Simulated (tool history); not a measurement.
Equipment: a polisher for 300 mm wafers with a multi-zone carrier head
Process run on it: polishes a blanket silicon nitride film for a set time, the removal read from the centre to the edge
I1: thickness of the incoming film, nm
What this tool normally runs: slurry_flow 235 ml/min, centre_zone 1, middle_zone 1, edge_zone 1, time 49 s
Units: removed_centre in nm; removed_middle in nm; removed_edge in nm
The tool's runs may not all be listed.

Run 1, day 0: usual settings but slurry_flow 215 ml/min, middle_zone 0.88; I1 831.6. Result: removed_centre 106.2 nm, removed_middle 93.4 nm, removed_edge 107.3 nm.
Run 2, day 0.9: usual settings but middle_zone 1.11; I1 829.9. Result: removed_centre 106.7 nm, removed_middle 114.4 nm, removed_edge 107.7 nm.
Run 3, day 2.671: usual settings but edge_zone 1.05; I1 832.4. Result: removed_centre 106.9 nm, removed_middle 105.3 nm, removed_edge 107.5 nm.
At day 4.704: worn pad replaced by a new one.
Run 4, day 5.825: usual settings but centre_zone 0.89, middle_zone 0.93, edge_zone 1.05, time 37 s; I1 832.4. Result: removed_centre 74.8 nm, removed_middle 76.1 nm, removed_edge 84.3 nm.
At day 6.408: centre zone pressure recalibrated.
Run 5, day 6.429: usual settings; I1 839.1. Result: removed_centre 110.7 nm, removed_middle 106.8 nm, removed_edge 108.9 nm.
At day 6.779: slurry nozzle cleaned.
At day 7.188: carrier head's membrane replaced by a new one.
Run 6, day 7.208: usual settings; I1 827.4. Result: removed_centre 109.9 nm, removed_middle 104.4 nm, removed_edge 107.7 nm.
Run 7, day 7.975: usual settings but middle_zone 1.09, edge_zone 0.91, time 65 s; I1 825.7. Result: removed_centre 141.6 nm, removed_middle 149.7 nm, removed_edge 134.6 nm.
Run 8, day 9.396: usual settings; I1 823.1. Result: removed_centre 106.4 nm, removed_middle 105.2 nm, removed_edge 107.5 nm.
Run 9, day 10.45: usual settings but slurry_flow 265 ml/min, middle_zone 1.11, edge_zone 1.11; I1 833.2. Result: removed_centre 109 nm, removed_middle 115.8 nm, removed_edge 110.4 nm.
Run 10, day 11.212: usual settings but middle_zone 0.89, edge_zone 1.09, time 35 s; I1 844. Result: removed_centre 75.7 nm, removed_middle 66.6 nm, removed_edge 78.9 nm.
Run 11, day 12.012: usual settings but slurry_flow 310 ml/min, edge_zone 1.04, time 66 s; I1 838.6. Result: removed_centre 143 nm, removed_middle 143.9 nm, removed_edge 144.1 nm.
Run 12, day 12.892: usual settings but centre_zone 1.05, edge_zone 1.1; I1 841.1. Result: removed_centre 108.8 nm, removed_middle 100.9 nm, removed_edge 108.1 nm.
Run 13, day 13.404: usual settings but time 45 s; I1 836.6. Result: removed_centre 95.5 nm, removed_middle 92.6 nm, removed_edge 96.6 nm.
Run 14, day 14.083: usual settings; I1 833. Result: removed_centre 103.5 nm, removed_middle 101.2 nm, removed_edge 103.1 nm.
At day 14.296: worn pad replaced by a new one.
Run 15, day 15.033: usual settings but slurry_flow 275 ml/min, centre_zone 0.88, middle_zone 0.94, edge_zone 1.04; I1 823.9. Result: removed_centre 98.3 nm, removed_middle 103.1 nm, removed_edge 115.2 nm.
Run 16, day 16.225: usual settings; I1 826.4. Result: removed_centre 109.8 nm, removed_middle 108.3 nm, removed_edge 108 nm.
Run 17, day 17.621: usual settings; I1 839.5. Result: removed_centre 108.2 nm, removed_middle 105.6 nm, removed_edge 110.5 nm.
Run 18, day 18.279: usual settings but slurry_flow 160 ml/min, centre_zone 1.05, edge_zone 0.94; I1 829.6. Result: removed_centre 108.4 nm, removed_middle 103.7 nm, removed_edge 101.2 nm.
Run 19, day 19.292: usual settings but slurry_flow 190 ml/min, centre_zone 1.04, edge_zone 0.92; I1 840.3. Result: removed_centre 108.5 nm, removed_middle 102.3 nm, removed_edge 100 nm.
Run 20, day 20.1: usual settings but slurry_flow 305 ml/min; I1 841.5. Result: removed_centre 110.4 nm, removed_middle 106.7 nm, removed_edge 106.9 nm.
Run 21, day 20.704: usual settings but centre_zone 1.1, middle_zone 0.94, edge_zone 0.88; I1 824.5. Result: removed_centre 115.5 nm, removed_middle 99 nm, removed_edge 99.7 nm.

Measured less the same run without the tool's hidden state. The same run-to-run variation is in both; the gauge's scatter may not be:
The hidden state here: removal rate lost through wear of the pad, %; slurry flow missing at the pad, %; deviation of the centre zone's pressure from its setpoint, %; deviation of the edge zone's pressure from its setpoint, %.
run  removed_centre  removed_middle  removed_edge
  1            -3.9            -3.4            -4
  2            -4.8            -5.1          -4.8
  3            -6.3            -6.3          -6.4
  4            -1.1            -1.2          -1.3
  5            -2.3            -2.2          -2.2
  6            -2.9            -2.7          -2.9
  7            -4.6            -4.9          -4.4
  8            -4.8            -4.7          -4.8
  9            -5.9            -6.1          -5.9
 10            -4.5              -4          -4.7
 11            -9.6            -9.6          -9.6
 12            -8.1            -7.5          -8.1
 13            -7.5            -7.3          -7.7
 14            -8.8            -8.6          -8.8
 15            -1.1            -1.1          -1.3
 16            -2.2            -2.2          -2.2
 17            -3.4            -3.4          -3.4
 18              -4            -3.8          -3.8
 19            -4.9            -4.7          -4.6
 20            -5.7            -5.6          -5.6
 21            -6.6            -5.7          -5.7

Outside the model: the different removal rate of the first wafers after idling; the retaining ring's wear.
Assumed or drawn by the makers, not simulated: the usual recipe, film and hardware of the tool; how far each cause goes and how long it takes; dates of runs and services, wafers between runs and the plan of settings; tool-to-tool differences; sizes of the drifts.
